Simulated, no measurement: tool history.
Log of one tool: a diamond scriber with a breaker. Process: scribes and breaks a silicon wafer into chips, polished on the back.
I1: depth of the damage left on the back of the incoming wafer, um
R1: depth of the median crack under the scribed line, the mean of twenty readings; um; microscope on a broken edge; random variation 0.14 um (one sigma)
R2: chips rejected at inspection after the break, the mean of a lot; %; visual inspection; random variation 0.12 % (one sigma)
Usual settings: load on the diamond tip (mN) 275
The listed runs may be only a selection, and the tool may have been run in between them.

Run 1, hour 0: usual settings; I1 0.03. Result: R1 10.98 um, R2 4.79 %.
Run 2, hour 15.1: usual settings; I1 0.03. Result: R1 11.24 um, R2 4.46 %.
Run 3, hour 30.1: usual settings; I1 0.04. Result: R1 10.96 um, R2 4.8 %.
Run 4, hour 45.1: usual settings; I1 0.01. Result: R1 10.91 um, R2 5.16 %.
At hour 56.7: diamond tip replaced by a new one.
Run 5, hour 57.2: usual settings; I1 0.05. Result: R1 12.95 um, R2 1.47 %.
Run 6, hour 68.1: usual settings; I1 0.01. Result: R1 12.73 um, R2 1.66 %.
Run 7, hour 77.6: usual settings; I1 0.02. Result: R1 12.73 um, R2 1.71 %.
Run 8, hour 84.5: usual settings; I1 0.05. Result: R1 12.73 um, R2 1.77 %.
Run 9, hour 100.7: usual settings but load on the diamond tip (mN) 213; I1 0.03. Result: R1 10.42 um, R2 7.08 %.
At hour 103.4: load on the tip recalibrated.
Run 10, hour 112.8: usual settings; I1 0.02. Result: R1 12.41 um, R2 1.86 %.

Estimate the outcome of run 11 from the log above:
Run 11, hour 126.7: usual settings but load on the diamond tip (mN) 207; I1 0.04. Result: R1 ?, R2 ?.

Run 11 produced R1 10.37 um, R2 8.73 %.
If the tool had no hidden condition, the same run with the same run-to-run variation would have returned R1 10.65 um, R2 7.16 %.

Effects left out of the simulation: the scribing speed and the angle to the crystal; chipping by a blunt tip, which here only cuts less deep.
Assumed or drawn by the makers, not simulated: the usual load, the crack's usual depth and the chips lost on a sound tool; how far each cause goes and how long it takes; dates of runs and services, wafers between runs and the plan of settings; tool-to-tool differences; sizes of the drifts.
